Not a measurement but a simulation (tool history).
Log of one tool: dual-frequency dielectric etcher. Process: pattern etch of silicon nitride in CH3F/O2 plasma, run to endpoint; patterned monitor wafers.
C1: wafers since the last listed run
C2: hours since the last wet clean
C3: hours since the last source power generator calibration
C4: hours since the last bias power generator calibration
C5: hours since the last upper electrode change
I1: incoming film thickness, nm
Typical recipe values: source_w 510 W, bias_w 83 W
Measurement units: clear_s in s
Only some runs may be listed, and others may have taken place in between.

Run 1, hour 0: usual settings; C1 0; C2 522.2; C3 3509.8; C4 3446.1; C5 4529.6; I1 94.4. Result: clear_s 93.4 s.
At hour 95.6: wet clean of the chamber.
Run 2, hour 96.1: usual settings but source_w 440 W, bias_w 71 W; C1 557; C2 0.5; C3 3605.9; C4 3542.2; C5 4625.7; I1 95.1. Result: clear_s 107.4 s.
Run 3, hour 189.5: usual settings; C1 722; C2 93.9; C3 3699.3; C4 3635.6; C5 4719.1; I1 94.5. Result: clear_s 94.1 s.
Run 4, hour 279.9: usual settings; C1 699; C2 184.3; C3 3789.7; C4 3726; C5 4809.5; I1 94.9. Result: clear_s 94.6 s.
Run 5, hour 358: usual settings; C1 604; C2 262.4; C3 3867.8; C4 3804.1; C5 4887.6; I1 94.2. Result: clear_s 94.3 s.
Run 6, hour 457.7: usual settings; C1 771; C2 362.1; C3 3967.5; C4 3903.8; C5 4987.3; I1 94.7. Result: clear_s 94.3 s.
Run 7, hour 579.3: usual settings; C1 940; C2 483.7; C3 4089.1; C4 4025.4; C5 5108.9; I1 95.6. Result: clear_s 95 s.
Run 8, hour 619.4: usual settings; C1 310; C2 523.8; C3 4129.2; C4 4065.5; C5 5149; I1 95. Result: clear_s 94.4 s.
At hour 701.2: wet clean of the chamber.
Run 9, hour 701.7: usual settings; C1 450; C2 0.5; C3 4211.5; C4 4147.8; C5 5231.3; I1 94.5. Result: clear_s 95.3 s.
Run 10, hour 741: usual settings; C1 304; C2 39.8; C3 4250.8; C4 4187.1; C5 5270.6; I1 94.1. Result: clear_s 94.8 s.
Run 11, hour 838.3: usual settings but source_w 590 W, bias_w 68 W; C1 752; C2 137.1; C3 4348.1; C4 4284.4; C5 5367.9; I1 95.2. Result: clear_s 98.5 s.
At hour 854.4: bias power generator calibrated.
At hour 1049.4: upper electrode replaced.
Run 12, hour 1114.7: usual settings but source_w 390 W, bias_w 90 W; C1 1921; C2 413.5; C3 4624.5; C4 260.3; C5 65.3; I1 94.6. Result: clear_s 97 s.
Run 13, hour 1214: usual settings but source_w 580 W, bias_w 103 W; C1 768; C2 512.8; C3 4723.8; C4 359.6; C5 164.6; I1 94.1. Result: clear_s 79.6 s.
Run 14, hour 1296.6: usual settings but source_w 550 W; C1 638; C2 595.4; C3 4806.4; C4 442.2; C5 247.2; I1 93.8. Result: clear_s 89 s.
At hour 1326.6: wet clean of the chamber.
Run 15, hour 1401.9: usual settings; C1 628; C2 75.3; C3 4911.7; C4 547.5; C5 352.5; I1 95.1. Result: clear_s 94.5 s.
Run 16, hour 1457.3: usual settings; C1 428; C2 130.7; C3 4967.1; C4 602.9; C5 407.9; I1 94.7. Result: clear_s 93.4 s.
At hour 1488.7: source power generator calibrated.
Run 17, hour 1517.3: usual settings but source_w 420 W, bias_w 75 W; C1 433; C2 190.7; C3 28.6; C4 662.9; C5 467.9; I1 94.4. Result: clear_s 103.8 s.
Run 18, hour 1583.4: usual settings but bias_w 89 W; C1 511; C2 256.8; C3 94.7; C4 729; C5 534; I1 94.3. Result: clear_s 89.5 s.
Run 19, hour 1792: usual settings but source_w 420 W, bias_w 66 W; C1 1613; C2 465.4; C3 303.3; C4 937.6; C5 742.6; I1 94.9. Result: clear_s 108.6 s.
At hour 1819: wet clean of the chamber.
Run 20, hour 1884.5: usual settings but source_w 390 W, bias_w 94 W; C1 529; C2 65.5; C3 395.8; C4 1030.1; C5 835.1; I1 93.7. Result: clear_s 95.7 s.

4 ways to go on from here, each from the tool as it stands after run 20. What would each give?
Run A, hour 1885: usual settings; C1 3; C2 66; C3 396.3; C4 1030.6; C5 835.6; I1 94.1. Result: clear_s ?.
Run B, hour 1885: usual settings but source_w 460 W, bias_w 71 W; C1 3; C2 66; C3 396.3; C4 1030.6; C5 835.6; I1 94.1. Result: clear_s ?.
Run C, hour 1885: usual settings but source_w 540 W; C1 3; C2 66; C3 396.3; C4 1030.6; C5 835.6; I1 94.1. Result: clear_s ?.
Run D, hour 1885: usual settings but source_w 590 W; C1 3; C2 66; C3 396.3; C4 1030.6; C5 835.6; I1 94.1. Result: clear_s ?.

run  clear_s
  A     93.2
  B    103.2
  C     91.5
  D     88.8
Had the tool no hidden state, the same runs would have come out as:
run  clear_s
  A     93.1
  B    103.1
  C     91.4
  D     88.7
